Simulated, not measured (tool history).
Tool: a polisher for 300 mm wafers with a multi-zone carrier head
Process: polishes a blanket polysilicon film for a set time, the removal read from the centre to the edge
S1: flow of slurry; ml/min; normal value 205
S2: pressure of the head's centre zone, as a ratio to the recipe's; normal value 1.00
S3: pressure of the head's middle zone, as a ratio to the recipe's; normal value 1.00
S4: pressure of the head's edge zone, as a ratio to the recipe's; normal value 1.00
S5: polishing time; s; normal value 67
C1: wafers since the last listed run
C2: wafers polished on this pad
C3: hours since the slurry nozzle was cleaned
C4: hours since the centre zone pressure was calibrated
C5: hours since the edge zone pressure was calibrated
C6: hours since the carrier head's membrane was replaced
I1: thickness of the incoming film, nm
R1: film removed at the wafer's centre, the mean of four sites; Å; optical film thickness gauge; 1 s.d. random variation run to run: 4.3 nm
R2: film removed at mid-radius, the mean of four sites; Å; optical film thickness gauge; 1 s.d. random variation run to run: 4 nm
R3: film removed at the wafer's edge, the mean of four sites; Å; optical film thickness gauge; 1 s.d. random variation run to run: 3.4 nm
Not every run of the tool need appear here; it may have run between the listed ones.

| run | hour | S1 | S2 | S3 | S4 | S5 | C1 | C2 | C3 | C4 | C5 | C6 | I1 | R1 | R2 | R3 |
|---|---|---|---|---|---|---|---|---|---|---|---|---|---|---|---|---|
| 1 | 0.0 | 205 | 1.00 | 0.91 | 1.00 | 67 | 0 | 567 | 136.7 | 28.6 | 1050.0 | 1670.5 | 1753.7 | 3449 | 3269 | 3548 |
| 2 | 12.5 | 205 | 1.00 | 1.00 | 1.00 | 67 | 119 | 687 | 149.2 | 41.1 | 1062.5 | 1683.0 | 1738.2 | 3448 | 3540 | 3482 |
| 3 | 28.7 | 205 | 1.00 | 1.00 | 1.00 | 67 | 155 | 843 | 165.4 | 57.3 | 1078.7 | 1699.2 | 1776.2 | 3482 | 3522 | 3461 |
|  | 45.8 | worn pad replaced by a new one |
|  | 46.2 | carrier head's membrane replaced by a new one |
| 4 | 46.7 | 205 | 1.00 | 1.00 | 1.00 | 75 | 130 | 4 | 183.4 | 75.3 | 1096.7 | 0.5 | 1793.6 | 3773 | 3922 | 3898 |
| 5 | 55.9 | 240 | 1.00 | 0.91 | 1.00 | 67 | 88 | 92 | 192.6 | 84.5 | 1105.9 | 9.7 | 1785.3 | 3417 | 3285 | 3511 |
| 6 | 72.4 | 205 | 1.00 | 1.00 | 1.00 | 67 | 158 | 251 | 209.1 | 101.0 | 1122.4 | 26.2 | 1790.7 | 3269 | 3456 | 3480 |
| 7 | 82.8 | 205 | 1.00 | 1.00 | 1.08 | 67 | 99 | 350 | 219.5 | 111.4 | 1132.8 | 36.6 | 1772.9 | 3391 | 3446 | 3529 |
| 8 | 98.6 | 205 | 1.00 | 1.00 | 1.00 | 67 | 151 | 502 | 235.3 | 127.2 | 1148.6 | 52.4 | 1773.3 | 3273 | 3367 | 3399 |
|  | 113.8 | edge zone pressure recalibrated |
| 9 | 114.3 | 205 | 1.00 | 1.08 | 1.00 | 51 | 131 | 633 | 251.0 | 142.9 | 0.5 | 68.1 | 1756.6 | 2519 | 2760 | 2569 |
|  | 123.1 | slurry nozzle cleaned |
|  | 130.4 | worn pad replaced by a new one |
| 10 | 130.9 | 175 | 1.09 | 0.96 | 0.94 | 67 | 111 | 4 | 7.8 | 159.5 | 17.1 | 84.7 | 1765.6 | 3748 | 3469 | 3419 |
| 11 | 142.0 | 205 | 0.88 | 1.05 | 1.09 | 52 | 106 | 111 | 18.9 | 170.6 | 28.2 | 95.8 | 1785.0 | 2447 | 2992 | 2899 |
| 12 | 156.6 | 205 | 1.00 | 1.00 | 1.04 | 46 | 139 | 251 | 33.5 | 185.2 | 42.8 | 110.4 | 1765.8 | 2395 | 2469 | 2479 |
| 13 | 174.3 | 205 | 1.00 | 1.00 | 1.00 | 67 | 169 | 421 | 51.2 | 202.9 | 60.5 | 128.1 | 1747.1 | 3567 | 3618 | 3526 |
| 14 | 189.1 | 145 | 1.00 | 1.09 | 1.00 | 55 | 141 | 563 | 66.0 | 217.7 | 75.3 | 142.9 | 1766.9 | 2757 | 3081 | 2796 |
| 15 | 203.0 | 175 | 1.00 | 1.00 | 1.00 | 48 | 133 | 696 | 79.9 | 231.6 | 89.2 | 156.8 | 1735.4 | 2451 | 2557 | 2477 |
| 16 | 215.7 | 205 | 1.00 | 1.00 | 1.00 | 67 | 121 | 818 | 92.6 | 244.3 | 101.9 | 169.5 | 1772.3 | 3503 | 3556 | 3535 |
|  | 220.7 | worn pad replaced by a new one |
| 17 | 222.0 | 260 | 0.93 | 1.00 | 1.00 | 45 | 22 | 12 | 98.9 | 250.6 | 108.2 | 175.8 | 1772.1 | 2192 | 2457 | 2410 |
| 18 | 237.3 | 175 | 1.00 | 1.00 | 1.00 | 48 | 146 | 159 | 114.2 | 265.9 | 123.5 | 191.1 | 1772.2 | 2408 | 2498 | 2448 |
| 19 | 244.1 | 205 | 1.00 | 1.00 | 1.00 | 67 | 65 | 224 | 121.0 | 272.7 | 130.3 | 197.9 | 1783.2 | 3460 | 3582 | 3482 |
| 20 | 257.0 | 205 | 1.00 | 1.00 | 1.06 | 67 | 123 | 348 | 133.9 | 285.6 | 143.2 | 210.8 | 1764.8 | 3464 | 3512 | 3585 |
| 21 | 267.5 | 205 | 1.06 | 1.00 | 0.96 | 67 | 100 | 448 | 144.4 | 296.1 | 153.7 | 221.3 | 1797.8 | 3699 | 3473 | 3394 |

Consider 5 possible next runs. They are alternatives, not a sequence: every one starts from the tool as it was left by run 21. What does each give?
| A | 268.0 | 205 | 1.09 | 1.00 | 1.00 | 67 | 4 | 453 | 144.9 | 296.6 | 154.2 | 221.8 | 1754.8 | ? | ? | ? |
| B | 268.0 | 205 | 1.04 | 1.00 | 1.00 | 67 | 4 | 453 | 144.9 | 296.6 | 154.2 | 221.8 | 1754.8 | ? | ? | ? |
| C | 268.0 | 205 | 1.00 | 1.00 | 0.89 | 67 | 4 | 453 | 144.9 | 296.6 | 154.2 | 221.8 | 1754.8 | ? | ? | ? |
| D | 268.0 | 175 | 1.00 | 1.00 | 1.10 | 49 | 4 | 453 | 144.9 | 296.6 | 154.2 | 221.8 | 1754.8 | ? | ? | ? |
| E | 268.0 | 205 | 1.00 | 1.00 | 1.12 | 67 | 4 | 453 | 144.9 | 296.6 | 154.2 | 221.8 | 1754.8 | ? | ? | ? |

| run | R1 | R2 | R3 |
|---|---|---|---|
| A | 3803 | 3534 | 3505 |
| B | 3627 | 3534 | 3505 |
| C | 3486 | 3536 | 3319 |
| D | 2494 | 2535 | 2649 |
| E | 3486 | 3535 | 3708 |
The same runs, with their run-to-run variation unchanged, on a tool lacking any hidden condition would have given:
| run | R1 | R2 | R3 |
|---|---|---|---|
| A | 3933 | 3641 | 3583 |
| B | 3752 | 3642 | 3583 |
| C | 3606 | 3644 | 3393 |
| D | 2590 | 2621 | 2715 |
| E | 3606 | 3643 | 3791 |

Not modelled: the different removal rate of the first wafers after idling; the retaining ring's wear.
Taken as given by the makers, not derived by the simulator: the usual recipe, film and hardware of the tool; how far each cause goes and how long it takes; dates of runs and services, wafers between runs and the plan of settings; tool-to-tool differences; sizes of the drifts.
